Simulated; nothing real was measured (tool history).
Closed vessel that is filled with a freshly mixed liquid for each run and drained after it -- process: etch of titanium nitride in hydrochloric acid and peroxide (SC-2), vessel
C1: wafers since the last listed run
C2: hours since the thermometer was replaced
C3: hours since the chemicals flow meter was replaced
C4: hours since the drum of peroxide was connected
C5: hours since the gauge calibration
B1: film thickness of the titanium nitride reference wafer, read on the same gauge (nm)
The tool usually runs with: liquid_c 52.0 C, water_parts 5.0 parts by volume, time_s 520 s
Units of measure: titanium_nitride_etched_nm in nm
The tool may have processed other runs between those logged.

{"run": 1, "hour": 0.0, "liquid_c": 52.0, "water_parts": 5.0, "time_s": 520, "C1": 0, "C2": 1107.2, "C3": 898.5, "C4": 117.7, "C5": 149.7, "B1": 150.04, "titanium_nitride_etched_nm": 14.64}
{"hour": 7.7, "done": "thermometer replaced"}
{"run": 2, "hour": 27.2, "liquid_c": 52.0, "water_parts": 5.0, "time_s": 370, "C1": 1592, "C2": 19.5, "C3": 925.7, "C4": 144.9, "C5": 176.9, "B1": 150.04, "titanium_nitride_etched_nm": 11.66}
{"run": 3, "hour": 42.5, "liquid_c": 52.0, "water_parts": 5.0, "time_s": 520, "C1": 929, "C2": 34.8, "C3": 941.0, "C4": 160.2, "C5": 192.2, "B1": 150.02, "titanium_nitride_etched_nm": 16.42}
{"run": 4, "hour": 57.9, "liquid_c": 52.0, "water_parts": 5.0, "time_s": 520, "C1": 935, "C2": 50.2, "C3": 956.4, "C4": 175.6, "C5": 207.6, "B1": 149.99, "titanium_nitride_etched_nm": 16.1}
{"run": 5, "hour": 91.4, "liquid_c": 52.0, "water_parts": 5.0, "time_s": 520, "C1": 2035, "C2": 83.7, "C3": 989.9, "C4": 209.1, "C5": 241.1, "B1": 150.0, "titanium_nitride_etched_nm": 16.01}
{"run": 6, "hour": 124.8, "liquid_c": 52.0, "water_parts": 5.5, "time_s": 350, "C1": 2029, "C2": 117.1, "C3": 1023.3, "C4": 242.5, "C5": 274.5, "B1": 150.03, "titanium_nitride_etched_nm": 10.01}
{"run": 7, "hour": 148.5, "liquid_c": 52.0, "water_parts": 5.5, "time_s": 350, "C1": 1440, "C2": 140.8, "C3": 1047.0, "C4": 266.2, "C5": 298.2, "B1": 150.03, "titanium_nitride_etched_nm": 10.04}
{"run": 8, "hour": 163.4, "liquid_c": 52.0, "water_parts": 5.5, "time_s": 350, "C1": 905, "C2": 155.7, "C3": 1061.9, "C4": 281.1, "C5": 313.1, "B1": 149.98, "titanium_nitride_etched_nm": 10.15}
{"hour": 170.1, "done": "new drum of peroxide connected"}
{"run": 9, "hour": 189.0, "liquid_c": 52.0, "water_parts": 4.0, "time_s": 520, "C1": 1494, "C2": 181.3, "C3": 1087.5, "C4": 18.9, "C5": 338.7, "B1": 149.99, "titanium_nitride_etched_nm": 18.74}
{"run": 10, "hour": 217.8, "liquid_c": 55.0, "water_parts": 5.0, "time_s": 520, "C1": 1750, "C2": 210.1, "C3": 1116.3, "C4": 47.7, "C5": 367.5, "B1": 150.01, "titanium_nitride_etched_nm": 19.14}
{"run": 11, "hour": 244.5, "liquid_c": 52.0, "water_parts": 6.5, "time_s": 520, "C1": 1622, "C2": 236.8, "C3": 1143.0, "C4": 74.4, "C5": 394.2, "B1": 149.98, "titanium_nitride_etched_nm": 12.88}
{"run": 12, "hour": 256.5, "liquid_c": 58.5, "water_parts": 5.0, "time_s": 520, "C1": 729, "C2": 248.8, "C3": 1155.0, "C4": 86.4, "C5": 406.2, "B1": 150.02, "titanium_nitride_etched_nm": 24.3}
{"run": 13, "hour": 286.7, "liquid_c": 52.0, "water_parts": 5.0, "time_s": 385, "C1": 1835, "C2": 279.0, "C3": 1185.2, "C4": 116.6, "C5": 436.4, "B1": 149.99, "titanium_nitride_etched_nm": 11.86}
{"hour": 300.9, "done": "gauge calibrated"}
{"run": 14, "hour": 301.7, "liquid_c": 52.0, "water_parts": 5.0, "time_s": 520, "C1": 911, "C2": 294.0, "C3": 1200.2, "C4": 131.6, "C5": 0.8, "B1": 149.99, "titanium_nitride_etched_nm": 15.63}
{"run": 15, "hour": 314.0, "liquid_c": 52.0, "water_parts": 5.0, "time_s": 520, "C1": 747, "C2": 306.3, "C3": 1212.5, "C4": 143.9, "C5": 13.1, "B1": 150.04, "titanium_nitride_etched_nm": 15.56}
{"run": 16, "hour": 329.9, "liquid_c": 60.5, "water_parts": 4.0, "time_s": 520, "C1": 966, "C2": 322.2, "C3": 1228.4, "C4": 159.8, "C5": 29.0, "B1": 150.0, "titanium_nitride_etched_nm": 31.34}
{"run": 17, "hour": 346.9, "liquid_c": 52.0, "water_parts": 6.5, "time_s": 605, "C1": 1033, "C2": 339.2, "C3": 1245.4, "C4": 176.8, "C5": 46.0, "B1": 150.02, "titanium_nitride_etched_nm": 14.77}
{"hour": 358.2, "done": "chemicals flow meter replaced"}
{"run": 18, "hour": 366.2, "liquid_c": 52.0, "water_parts": 5.0, "time_s": 520, "C1": 1112, "C2": 358.5, "C3": 8.0, "C4": 196.1, "C5": 65.3, "B1": 149.98, "titanium_nitride_etched_nm": 16.98}
{"run": 19, "hour": 396.5, "liquid_c": 45.0, "water_parts": 5.0, "time_s": 215, "C1": 1841, "C2": 388.8, "C3": 38.3, "C4": 226.4, "C5": 95.6, "B1": 149.98, "titanium_nitride_etched_nm": 4.35}
{"run": 20, "hour": 422.5, "liquid_c": 61.0, "water_parts": 5.0, "time_s": 520, "C1": 1579, "C2": 414.8, "C3": 64.3, "C4": 252.4, "C5": 121.6, "B1": 150.02, "titanium_nitride_etched_nm": 29.86}
{"run": 21, "hour": 441.5, "liquid_c": 57.5, "water_parts": 5.0, "time_s": 600, "C1": 1154, "C2": 433.8, "C3": 83.3, "C4": 271.4, "C5": 140.6, "B1": 149.99, "titanium_nitride_etched_nm": 27.62}
{"run": 22, "hour": 466.6, "liquid_c": 52.0, "water_parts": 4.0, "time_s": 725, "C1": 1525, "C2": 458.9, "C3": 108.4, "C4": 296.5, "C5": 165.7, "B1": 149.98, "titanium_nitride_etched_nm": 26.4}
{"hour": 479.2, "done": "new drum of peroxide connected"}
{"run": 23, "hour": 484.6, "liquid_c": 52.0, "water_parts": 5.0, "time_s": 520, "C1": 1033, "C2": 476.9, "C3": 126.4, "C4": 5.4, "C5": 183.7, "B1": 150.01, "titanium_nitride_etched_nm": 16.68}
{"run": 24, "hour": 499.2, "liquid_c": 57.0, "water_parts": 5.0, "time_s": 680, "C1": 887, "C2": 491.5, "C3": 141.0, "C4": 20.0, "C5": 198.3, "B1": 150.0, "titanium_nitride_etched_nm": 30.18}
{"run": 25, "hour": 530.7, "liquid_c": 42.5, "water_parts": 4.0, "time_s": 360, "C1": 1914, "C2": 523.0, "C3": 172.5, "C4": 51.5, "C5": 229.8, "B1": 150.02, "titanium_nitride_etched_nm": 6.84}
{"run": 26, "hour": 543.9, "liquid_c": 54.5, "water_parts": 5.0, "time_s": 680, "C1": 802, "C2": 536.2, "C3": 185.7, "C4": 64.7, "C5": 243.0, "B1": 150.0, "titanium_nitride_etched_nm": 25.23}
{"run": 27, "hour": 574.4, "liquid_c": 48.5, "water_parts": 4.0, "time_s": 520, "C1": 1853, "C2": 566.7, "C3": 216.2, "C4": 95.2, "C5": 273.5, "B1": 150.02, "titanium_nitride_etched_nm": 15.02}
{"run": 28, "hour": 590.3, "liquid_c": 52.0, "water_parts": 5.0, "time_s": 430, "C1": 966, "C2": 582.6, "C3": 232.1, "C4": 111.1, "C5": 289.4, "B1": 150.0, "titanium_nitride_etched_nm": 13.46}
{"run": 29, "hour": 616.9, "liquid_c": 52.0, "water_parts": 5.5, "time_s": 520, "C1": 1616, "C2": 609.2, "C3": 258.7, "C4": 137.7, "C5": 316.0, "B1": 150.0, "titanium_nitride_etched_nm": 14.98}

Table of differences, measured result less the result of that run with no hidden state. Run-to-run variation is the same in both. Gauge scatter possibly is not:
What the log doesn't record here: liquid colder than its thermometer reads (K); chemicals flow below the setpoint (%); peroxide weaker than its label (%); gauge reads high (%).
run=1 titanium_nitride_etched_nm=-3.16
run=2 titanium_nitride_etched_nm=-0.95
run=3 titanium_nitride_etched_nm=-1.39
run=4 titanium_nitride_etched_nm=-1.41
run=5 titanium_nitride_etched_nm=-1.51
run=6 titanium_nitride_etched_nm=-1.03
run=7 titanium_nitride_etched_nm=-1.08
run=8 titanium_nitride_etched_nm=-1.13
run=9 titanium_nitride_etched_nm=-2.03
run=10 titanium_nitride_etched_nm=-2.28
run=11 titanium_nitride_etched_nm=-1.69
run=12 titanium_nitride_etched_nm=-3.06
run=13 titanium_nitride_etched_nm=-1.59
run=14 titanium_nitride_etched_nm=-2.16
run=15 titanium_nitride_etched_nm=-2.18
run=16 titanium_nitride_etched_nm=-4.21
run=17 titanium_nitride_etched_nm=-2.29
run=18 titanium_nitride_etched_nm=-0.95
run=19 titanium_nitride_etched_nm=-0.28
run=20 titanium_nitride_etched_nm=-1.90
run=21 titanium_nitride_etched_nm=-1.88
run=22 titanium_nitride_etched_nm=-1.94
run=23 titanium_nitride_etched_nm=-1.31
run=24 titanium_nitride_etched_nm=-2.38
run=25 titanium_nitride_etched_nm=-0.61
run=26 titanium_nitride_etched_nm=-2.23
run=27 titanium_nitride_etched_nm=-1.43
run=28 titanium_nitride_etched_nm=-1.32
run=29 titanium_nitride_etched_nm=-1.55
